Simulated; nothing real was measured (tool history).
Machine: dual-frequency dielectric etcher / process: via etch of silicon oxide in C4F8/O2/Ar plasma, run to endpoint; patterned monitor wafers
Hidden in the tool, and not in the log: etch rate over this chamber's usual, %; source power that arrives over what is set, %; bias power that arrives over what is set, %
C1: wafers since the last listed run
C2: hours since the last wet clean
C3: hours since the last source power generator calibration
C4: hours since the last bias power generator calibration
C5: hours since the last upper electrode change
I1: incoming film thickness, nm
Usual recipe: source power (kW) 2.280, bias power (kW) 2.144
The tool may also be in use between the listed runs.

Run 1, hour 0.0: usual settings; C1 0; C2 12.8; C3 2249.7; C4 1582.0; C5 4724.6; I1 1113.6. Result: endpoint time (s) 207.6.
Run 2, hour 51.0: usual settings; C1 279; C2 63.8; C3 2300.7; C4 1633.0; C5 4775.6; I1 1110.6. Result: endpoint time (s) 207.7.
Run 3, hour 112.7: usual settings; C1 338; C2 125.5; C3 2362.4; C4 1694.7; C5 4837.3; I1 1111.2. Result: endpoint time (s) 207.9.
Run 4, hour 206.0: usual settings; C1 512; C2 218.8; C3 2455.7; C4 1788.0; C5 4930.6; I1 1116.1. Result: endpoint time (s) 207.5.
Run 5, hour 279.5: usual settings but bias power (kW) 2.383; C1 403; C2 292.3; C3 2529.2; C4 1861.5; C5 5004.1; I1 1103.8. Result: endpoint time (s) 198.5.
At hour 465.5: wet clean of the chamber.
Run 6, hour 546.3: usual settings but bias power (kW) 2.383; C1 1332; C2 80.8; C3 2796.0; C4 2128.3; C5 5270.9; I1 1109.8. Result: endpoint time (s) 198.2.
Run 7, hour 619.3: usual settings; C1 400; C2 153.8; C3 2869.0; C4 2201.3; C5 5343.9; I1 1111.8. Result: endpoint time (s) 206.8.
Run 8, hour 678.6: usual settings but bias power (kW) 1.798; C1 325; C2 213.1; C3 2928.3; C4 2260.6; C5 5403.2; I1 1111.0. Result: endpoint time (s) 220.6.
Run 9, hour 739.8: usual settings but bias power (kW) 1.924; C1 335; C2 274.3; C3 2989.5; C4 2321.8; C5 5464.4; I1 1108.5. Result: endpoint time (s) 215.0.
Run 10, hour 785.2: usual settings but bias power (kW) 1.924; C1 249; C2 319.7; C3 3034.9; C4 2367.2; C5 5509.8; I1 1114.0. Result: endpoint time (s) 214.3.
Run 11, hour 868.9: usual settings; C1 459; C2 403.4; C3 3118.6; C4 2450.9; C5 5593.5; I1 1103.4. Result: endpoint time (s) 205.2.
At hour 945.4: bias power generator calibrated.
At hour 964.1: wet clean of the chamber.
Run 12, hour 1138.9: usual settings; C1 1357; C2 174.8; C3 3388.6; C4 193.5; C5 5863.5; I1 1097.9. Result: endpoint time (s) 208.5.
Run 13, hour 1177.7: usual settings; C1 212; C2 213.6; C3 3427.4; C4 232.3; C5 5902.3; I1 1105.7. Result: endpoint time (s) 208.6.
At hour 1221.8: upper electrode replaced.
Run 14, hour 1256.6: usual settings but source power (kW) 1.740, bias power (kW) 2.430; C1 301; C2 292.5; C3 3506.3; C4 311.2; C5 34.8; I1 1095.9. Result: endpoint time (s) 214.2.
At hour 1312.6: source power generator calibrated.
Run 15, hour 1329.4: usual settings; C1 377; C2 365.3; C3 16.8; C4 384.0; C5 107.6; I1 1113.3. Result: endpoint time (s) 214.3.
Run 16, hour 1424.3: usual settings but source power (kW) 2.490; C1 520; C2 460.2; C3 111.7; C4 478.9; C5 202.5; I1 1115.5. Result: endpoint time (s) 207.1.
At hour 1454.3: wet clean of the chamber.
Run 17, hour 1518.2: usual settings but source power (kW) 1.720, bias power (kW) 2.373; C1 383; C2 63.9; C3 205.6; C4 572.8; C5 296.4; I1 1109.8. Result: endpoint time (s) 223.5.
Run 18, hour 1578.6: usual settings but source power (kW) 1.730; C1 331; C2 124.3; C3 266.0; C4 633.2; C5 356.8; I1 1106.4. Result: endpoint time (s) 231.6.
Run 19, hour 1632.2: usual settings but source power (kW) 2.480, bias power (kW) 2.301; C1 294; C2 177.9; C3 319.6; C4 686.8; C5 410.4; I1 1101.2. Result: endpoint time (s) 198.2.
Run 20, hour 1691.6: usual settings but source power (kW) 2.670, bias power (kW) 1.691; C1 325; C2 237.3; C3 379.0; C4 746.2; C5 469.8; I1 1097.5. Result: endpoint time (s) 216.4.
Run 21, hour 1761.9: usual settings; C1 385; C2 307.6; C3 449.3; C4 816.5; C5 540.1; I1 1123.5. Result: endpoint time (s) 213.6.
Run 22, hour 1834.1: usual settings; C1 396; C2 379.8; C3 521.5; C4 888.7; C5 612.3; I1 1105.8. Result: endpoint time (s) 209.4.
At hour 1881.4: wet clean of the chamber.
Run 23, hour 1899.7: usual settings but source power (kW) 1.780, bias power (kW) 1.986; C1 228; C2 18.3; C3 587.1; C4 954.3; C5 677.9; I1 1113.8. Result: endpoint time (s) 235.2.
Run 24, hour 1992.2: usual settings; C1 507; C2 110.8; C3 679.6; C4 1046.8; C5 770.4; I1 1115.0. Result: endpoint time (s) 210.0.
Run 25, hour 2157.8: usual settings but source power (kW) 2.110, bias power (kW) 1.701; C1 908; C2 276.4; C3 845.2; C4 1212.4; C5 936.0; I1 1098.4. Result: endpoint time (s) 232.6.
Run 26, hour 2204.2: usual settings; C1 254; C2 322.8; C3 891.6; C4 1258.8; C5 982.4; I1 1099.2. Result: endpoint time (s) 207.0.
Run 27, hour 2253.5: usual settings but source power (kW) 2.650, bias power (kW) 1.896; C1 270; C2 372.1; C3 940.9; C4 1308.1; C5 1031.7; I1 1101.4. Result: endpoint time (s) 206.0.

Alternative continuations, all from the tool just after run 27; predict every row:
Run A, hour 2254.0: usual settings; C1 2; C2 372.6; C3 941.4; C4 1308.6; C5 1032.2; I1 1110.0. Result: endpoint time (s) ?.
Run B, hour 2254.0: usual settings but source power (kW) 2.000; C1 2; C2 372.6; C3 941.4; C4 1308.6; C5 1032.2; I1 1110.0. Result: endpoint time (s) ?.
Run C, hour 2254.0: usual settings but source power (kW) 1.850, bias power (kW) 1.962; C1 2; C2 372.6; C3 941.4; C4 1308.6; C5 1032.2; I1 1110.0. Result: endpoint time (s) ?.
Run D, hour 2254.0: usual settings but source power (kW) 2.610, bias power (kW) 1.688; C1 2; C2 372.6; C3 941.4; C4 1308.6; C5 1032.2; I1 1110.0. Result: endpoint time (s) ?.
Run E, hour 2254.0: usual settings but source power (kW) 2.770; C1 2; C2 372.6; C3 941.4; C4 1308.6; C5 1032.2; I1 1110.0. Result: endpoint time (s) ?.

run  endpoint time (s)
  A              208.5
  B              218.0
  C              231.9
  D              218.8
  E              194.8
With the hidden condition removed and each run's random variation left untouched, the same runs would have given:
run  endpoint time (s)
  A              212.8
  B              222.5
  C              236.7
  D              223.2
  E              198.8
